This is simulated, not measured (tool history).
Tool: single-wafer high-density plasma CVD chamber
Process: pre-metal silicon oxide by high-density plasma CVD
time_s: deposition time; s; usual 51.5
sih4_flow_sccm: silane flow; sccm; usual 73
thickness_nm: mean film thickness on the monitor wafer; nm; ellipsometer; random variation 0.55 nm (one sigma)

| run | hour | time_s | sih4_flow_sccm | wafers since the last listed run | hours since the silane flow controller was replaced | hours since the gauge calibration | read-back reference wafer on the same gauge, thickness_nm | thickness_nm |
|---|---|---|---|---|---|---|---|---|
| 1 | 0.0 | 54.3 | 73 | 0 | 2805.5 | 124.6 | 323.810 | 386.886 |
| 2 | 17.3 | 54.3 | 73 | 455 | 2822.8 | 141.9 | 324.061 | 386.344 |
| 3 | 33.0 | 54.3 | 73 | 413 | 2838.5 | 157.6 | 324.031 | 386.452 |
| 4 | 45.8 | 59.1 | 73 | 336 | 2851.3 | 170.4 | 324.057 | 420.752 |
| 5 | 56.0 | 59.1 | 73 | 268 | 2861.5 | 180.6 | 324.062 | 421.247 |
| 6 | 72.7 | 51.5 | 73 | 439 | 2878.2 | 197.3 | 324.067 | 366.988 |
| 7 | 86.5 | 51.5 | 73 | 363 | 2892.0 | 211.1 | 323.918 | 366.541 |
|  | 96.3 | gauge calibrated |
| 8 | 100.8 | 51.5 | 73 | 376 | 2906.3 | 4.5 | 324.216 | 366.814 |
| 9 | 109.3 | 51.5 | 73 | 223 | 2914.8 | 13.0 | 323.971 | 367.137 |

The next listed run, before its measurement:
| 10 | 126.2 | 46.8 | 73 | 444 | 2931.7 | 29.9 | ? | ? |

Run 10 gave read-back reference wafer on the same gauge, thickness_nm 323.881, thickness_nm 333.848 nm.
Without the tool's hidden state the same run would have given thickness_nm 333.848 nm.
